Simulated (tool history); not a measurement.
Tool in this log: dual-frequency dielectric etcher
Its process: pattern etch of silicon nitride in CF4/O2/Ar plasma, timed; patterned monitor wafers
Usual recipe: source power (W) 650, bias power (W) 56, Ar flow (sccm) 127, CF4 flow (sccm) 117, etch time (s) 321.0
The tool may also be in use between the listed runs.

run,hour,source power (W),bias power (W),Ar flow (sccm),CF4 flow (sccm),etch time (s),wafers since the last listed run,hours since the last wet clean,hours since the last source power generator calibration,hours since the last bias power generator calibration,hours since the last Ar flow controller change,hours since the last CF4 flow controller change,hours since the last upper electrode change,hours since the gauge calibration,"read-back reference wafer on the same gauge, depth_nm",mean etch depth across the wafer (angstrom)
1,0.0,650,56,127,117,244.5,0,402.7,3505.1,1565.6,1482.0,5699.7,3032.6,396.5,686.2,6629
2,10.2,650,56,127,117,244.5,70,412.9,3515.3,1575.8,1492.2,5709.9,3042.8,406.7,687.0,6580
3,27.3,650,56,127,117,321.0,118,430.0,3532.4,1592.9,1509.3,5727.0,3059.9,423.8,687.8,8713
4,42.0,650,56,127,117,321.0,102,444.7,3547.1,1607.6,1524.0,5741.7,3074.6,438.5,684.6,8771
# hour 61.2: gauge calibrated
# hour 77.0: bias power generator calibrated
5,82.2,650,56,119,117,321.0,251,484.9,3587.3,5.2,1564.2,5781.9,3114.8,21.0,688.0,8876
6,95.8,650,56,119,117,321.0,94,498.5,3600.9,18.8,1577.8,5795.5,3128.4,34.6,686.7,8931
7,102.7,650,56,127,143,321.0,47,505.4,3607.8,25.7,1584.7,5802.4,3135.3,41.5,686.5,8945
8,117.7,750,46,147,117,281.0,104,520.4,3622.8,40.7,1599.7,5817.4,3150.3,56.5,687.2,8055
# hour 150.2: wet clean of the chamber
9,150.7,650,56,127,117,321.0,62,0.5,3655.8,73.7,1632.7,5850.4,3183.3,89.5,686.4,8262
10,151.1,760,56,127,117,374.0,2,0.9,3656.2,74.1,1633.1,5850.8,3183.7,89.9,687.9,11300
# hour 158.4: CF4 flow controller replaced
11,158.9,650,51,105,117,321.0,12,8.7,3664.0,81.9,1640.9,0.5,3191.5,97.7,685.6,8284
12,164.3,650,61,157,117,321.0,37,14.1,3669.4,87.3,1646.3,5.9,3196.9,103.1,687.5,8235
# hour 188.0: source power generator calibrated
# hour 189.5: upper electrode replaced
13,190.0,650,56,149,144,321.0,140,39.8,2.0,113.0,1672.0,31.6,0.5,128.8,686.8,8240
14,190.4,650,56,127,117,321.0,2,40.2,2.4,113.4,1672.4,32.0,0.9,129.2,686.3,8284
15,194.5,570,56,127,117,274.0,28,44.3,6.5,117.5,1676.5,36.1,5.0,133.3,687.8,6261
# hour 209.2: Ar flow controller replaced
16,209.7,650,56,127,117,321.0,63,59.5,21.7,132.7,0.5,51.3,20.2,148.5,687.4,8351
17,214.7,650,56,127,130,321.0,34,64.5,26.7,137.7,5.5,56.3,25.2,153.5,686.9,8526
18,230.4,650,56,120,117,321.0,109,80.2,42.4,153.4,21.2,72.0,40.9,169.2,687.2,8386
19,246.2,490,68,138,99,321.0,109,96.0,58.2,169.2,37.0,87.8,56.7,185.0,688.2,6408
20,287.1,650,56,127,117,321.0,284,136.9,99.1,210.1,77.9,128.7,97.6,225.9,687.7,8360
21,301.9,650,56,127,102,274.0,102,151.7,113.9,224.9,92.7,143.5,112.4,240.7,686.4,7031

The logged runs with the hidden state left out (each run's random variation unchanged):
What the log doesn't record here: etch rate over this chamber's usual, %; source power that arrives over what is set, %; bias power that arrives over what is set, %; Ar flow that arrives over what is set, %; CF4 flow that arrives over what is set, %; gauge reads high (%).
run,mean etch depth across the wafer (angstrom)
1,6359
2,6306
3,8335
4,8379
5,8446
6,8486
7,8494
8,7637
9,8292
10,11340
11,8306
12,8252
13,8236
14,8280
15,6255
16,8329
17,8500
18,8347
19,6367
20,8272
21,6946
